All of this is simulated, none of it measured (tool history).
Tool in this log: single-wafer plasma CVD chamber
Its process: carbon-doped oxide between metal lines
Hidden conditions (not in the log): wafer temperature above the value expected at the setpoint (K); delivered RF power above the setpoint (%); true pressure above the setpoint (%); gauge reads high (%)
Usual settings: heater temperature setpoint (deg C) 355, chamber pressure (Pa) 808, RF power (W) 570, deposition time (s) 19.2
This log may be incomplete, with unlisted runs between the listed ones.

run,day,heater temperature setpoint (deg C),chamber pressure (Pa),RF power (W),deposition time (s),wafers since the last listed run,hours since the last thermocouple change,hours since the last RF generator calibration,hours since the last manometer calibration,hours since the showerhead was replaced,hours since the gauge calibration,"read-back reference wafer on the same gauge, thickness_nm",mean film thickness on the monitor wafer (nm)
1,0,349,808,570,19.2,0,1996.1,1268.3,2211.3,6579.4,141,109.988,100.662
2,0.717,349,808,570,19.2,250,2013.3,1285.5,2228.5,6596.6,158.2,109.956,100.602
3,1.371,349,808,570,19.2,228,2029,1301.2,2244.2,6612.3,173.9,109.996,100.789
4,1.871,355,808,570,20.5,174,2041,1313.2,2256.2,6624.3,185.9,109.983,105.776
5,2.454,355,808,570,20.5,203,2055,1327.2,2270.2,6638.3,199.9,110.024,105.744
6,3.042,355,808,570,20.5,205,2069.1,1341.3,2284.3,6652.4,214,110.053,105.396
# day 3.104: gauge calibrated
7,3.304,355,808,570,19.2,91,2075.4,1347.6,2290.6,6658.7,4.8,110.032,99.164
8,3.975,355,808,570,19.2,234,2091.5,1363.7,2306.7,6674.8,20.9,109.984,98.931
# day 4.746: RF generator calibrated
9,4.767,355,949,625,17.2,160,2110.5,0.5,2325.7,6693.8,39.9,109.968,98.438
# day 5.129: capacitance manometer re-zeroed and calibrated
10,5.271,355,808,570,19.2,59,2122.6,12.6,3.4,6705.9,52,109.992,103.321
# day 5.662: thermocouple changed; heater temperature recalibrated
11,5.817,355,719,650,19.2,74,3.7,25.7,16.5,6719,65.1,109.953,108.479
12,6.271,355,723,570,19.2,158,14.6,36.6,27.4,6729.9,76,110.034,101.961
# day 6.688: showerhead replaced
13,6.746,365,808,570,21.6,49,26,48,38.8,1.4,87.4,109.999,112.723
14,7.296,355,808,600,18.2,192,39.2,61.2,52,14.6,100.6,109.994,100.101
15,7.967,349,808,570,19.2,234,55.3,77.3,68.1,30.7,116.7,109.988,104.306
16,8.55,355,808,490,19.2,203,69.3,91.3,82.1,44.7,130.7,110.005,94.917

Branching from run 16: 3 alternative next runs. What would each branch give?
A,8.567,355,808,635,19.2,5,69.7,91.7,82.5,45.1,131.1,?,?
B,8.567,351,808,525,19.2,5,69.7,91.7,82.5,45.1,131.1,?,?
C,8.567,355,704,570,19.2,5,69.7,91.7,82.5,45.1,131.1,?,?

run,"read-back reference wafer on the same gauge, thickness_nm",mean film thickness on the monitor wafer (nm)
A,110.023,108.652
B,110.023,99.803
C,110.023,101.395
Had the tool no hidden state, the same runs would have come out as:
run,mean film thickness on the monitor wafer (nm)
A,109.468
B,100.574
C,102.156

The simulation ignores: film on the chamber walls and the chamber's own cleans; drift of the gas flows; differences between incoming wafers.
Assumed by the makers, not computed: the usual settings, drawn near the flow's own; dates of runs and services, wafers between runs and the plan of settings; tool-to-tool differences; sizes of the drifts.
